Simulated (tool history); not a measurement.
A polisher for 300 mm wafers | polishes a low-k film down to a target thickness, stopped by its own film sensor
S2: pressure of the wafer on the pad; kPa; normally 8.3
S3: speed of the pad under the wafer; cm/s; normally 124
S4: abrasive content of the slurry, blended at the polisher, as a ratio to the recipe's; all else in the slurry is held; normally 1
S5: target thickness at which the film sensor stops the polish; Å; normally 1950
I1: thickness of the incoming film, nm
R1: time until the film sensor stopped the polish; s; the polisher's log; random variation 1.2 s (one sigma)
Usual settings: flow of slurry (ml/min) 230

Run 1, day 0: usual settings but S5 1910 Å; I1 222.3. Result: R1 118.4 s.
Run 2, day 0.688: usual settings but S5 1910 Å; I1 219.6. Result: R1 107.9 s.
Run 3, day 1.717: usual settings but S4 0.9; I1 222.7. Result: R1 111.1 s.
Run 4, day 3.521: usual settings but S4 0.9; I1 220.1. Result: R1 102.2 s.
Run 5, day 4.688: usual settings; I1 221.1. Result: R1 102.9 s.
At day 5.175: conditioning disc replaced and pad reconditioned.
Run 6, day 5.275: usual settings but S3 154 cm/s; I1 219. Result: R1 79.3 s.
Run 7, day 6: usual settings but flow of slurry (ml/min) 200; I1 219.1. Result: R1 97.3 s.
At day 6.417: worn pad replaced by a new one.
Run 8, day 7.254: usual settings; I1 220.4. Result: R1 103.1 s.
Run 9, day 8.55: usual settings; I1 219.8. Result: R1 99.1 s.
Run 10, day 9.292: usual settings; I1 221.3. Result: R1 106.4 s.
At day 9.554: slurry blender recalibrated.
Run 11, day 10.021: usual settings but S2 6.9 kPa; I1 219.5. Result: R1 111.7 s.
Run 12, day 10.946: usual settings; I1 224.3. Result: R1 109.7 s.
Run 13, day 11.45: usual settings but flow of slurry (ml/min) 275, S2 6.2 kPa, S3 90 cm/s, S4 0.8; I1 221.1. Result: R1 190.3 s.
At day 12.771: conditioning disc replaced and pad reconditioned.
At day 13.008: worn pad replaced by a new one.
At day 15.412: slurry nozzle cleaned.
Run 14, day 15.938: usual settings but flow of slurry (ml/min) 155, S2 6.9 kPa, S4 1.1, S5 1870 Å; I1 216.9. Result: R1 138.2 s.
Run 15, day 16.958: usual settings but S5 1890 Å; I1 218.1. Result: R1 115.7 s.
Run 16, day 17.588: usual settings but flow of slurry (ml/min) 195, S5 1890 Å; I1 219.5. Result: R1 120.7 s.
Run 17, day 18.45: usual settings but flow of slurry (ml/min) 190, S5 1990 Å; I1 217.7. Result: R1 77.3 s.
At day 19.129: slurry blender recalibrated.
At day 19.296: conditioning disc replaced and pad reconditioned.
Run 18, day 19.892: usual settings but flow of slurry (ml/min) 295; I1 218. Result: R1 86.9 s.
At day 20.258: head pressure recalibrated.
At day 20.796: worn pad replaced by a new one.
Run 19, day 21.288: usual settings but S5 1910 Å; I1 223.4. Result: R1 122.5 s.
Run 20, day 22.458: usual settings but flow of slurry (ml/min) 270, S3 110 cm/s; I1 221.2. Result: R1 107.6 s.
Run 21, day 23.671: usual settings but S2 9.7 kPa, S3 140 cm/s; I1 224.2. Result: R1 89.5 s.
Run 22, day 24.262: usual settings but flow of slurry (ml/min) 160, S4 0.85, S5 1900 Å; I1 221.5. Result: R1 134.2 s.
Run 23, day 25.196: usual settings but S2 6.9 kPa, S3 100 cm/s, S4 0.85, S5 1890 Å; I1 219.5. Result: R1 187.8 s.
At day 26.229: conditioning disc replaced and pad reconditioned.
At day 27.592: worn pad replaced by a new one.
At day 28.9: slurry blender recalibrated.
Run 24, day 28.921: usual settings; I1 218.8. Result: R1 86.4 s.

Here are 5 independent what-if runs from the current tool condition. What would each one return?
Run A, day 28.942: usual settings but S3 146 cm/s; I1 220.9. Result: R1 ?.
Run B, day 28.942: usual settings but flow of slurry (ml/min) 200, S4 1.2, S5 2010 Å; I1 220.9. Result: R1 ?.
Run C, day 28.942: usual settings but S5 1980 Å; I1 220.9. Result: R1 ?.
Run D, day 28.942: usual settings but S5 1990 Å; I1 220.9. Result: R1 ?.
Run E, day 28.942: usual settings but S2 9.7 kPa, S5 1910 Å; I1 220.9. Result: R1 ?.

run    R1
  A  85.2
  B  69.4
  C  85.9
  D  82.1
  E  96.1
Without the tool's hidden state the same runs would have given:
run    R1
  A  84.9
  B  69.1
  C  85.5
  D  81.8
  E  95.7
